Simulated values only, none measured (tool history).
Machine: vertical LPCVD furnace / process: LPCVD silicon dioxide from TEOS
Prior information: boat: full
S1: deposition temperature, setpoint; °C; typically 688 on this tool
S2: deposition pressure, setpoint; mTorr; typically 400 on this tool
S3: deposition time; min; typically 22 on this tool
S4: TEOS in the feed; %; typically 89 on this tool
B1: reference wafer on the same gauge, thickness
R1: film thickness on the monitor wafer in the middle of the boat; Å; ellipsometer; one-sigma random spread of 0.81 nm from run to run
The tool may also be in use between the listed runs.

run	hour	S1	S2	S3	S4	B1	R1
1	0	688	400	22	89	184.12	1741.8
2	56.1	688	400	22	89	183.86	1760.6
3	73.3	688	400	20	89	184.01	1590
4	95.5	688	400	22	89	183.71	1750.9
5	109	688	400	22	89	183.85	1747.1
6	125.6	688	400	22	89	183.91	1752.6
7	160.9	688	400	22	89	184.19	1760.7
8	175.9	688	400	22	89	183.93	1733.7
9	191.2	688	400	22	89	183.78	1750.8
10	224.7	688	400	22	89	183.98	1746.4
11	259.1	688	400	22	89	183.98	1749.7
# hour 306.7: pressure gauge zeroed
12	307.2	688	400	22	89	184.16	1754.6
13	312	688	400	22	89	183.84	1747.1
14	318.3	688	400	30	89	184.39	2383.3
15	332.4	688	485	22	97	183.71	2032
16	361.5	685	400	22	82	184.26	1562.6
17	382.2	688	355	22	81	184.05	1573.5
# hour 414.8: thermocouples replaced and temperature profile calibrated
18	415.3	688	305	27.5	89	183.84	1802.5
19	444.2	688	400	28.5	89	184.04	2154.2
20	472	688	400	26	89	183.99	1974.2
# hour 511.8: TEOS flow controller replaced
# hour 511.9: gauge calibrated
21	512.3	688	340	22	97	183.94	1612.6
22	532.2	688	400	22	89	184.19	1674

For run 23, what comes out?
23	553.2	688	400	22	89	?	?

B1: 184.22
R1: 1680.3 Å
Had the tool carried no hidden state, the very same run would have given R1 1627.9 Å.

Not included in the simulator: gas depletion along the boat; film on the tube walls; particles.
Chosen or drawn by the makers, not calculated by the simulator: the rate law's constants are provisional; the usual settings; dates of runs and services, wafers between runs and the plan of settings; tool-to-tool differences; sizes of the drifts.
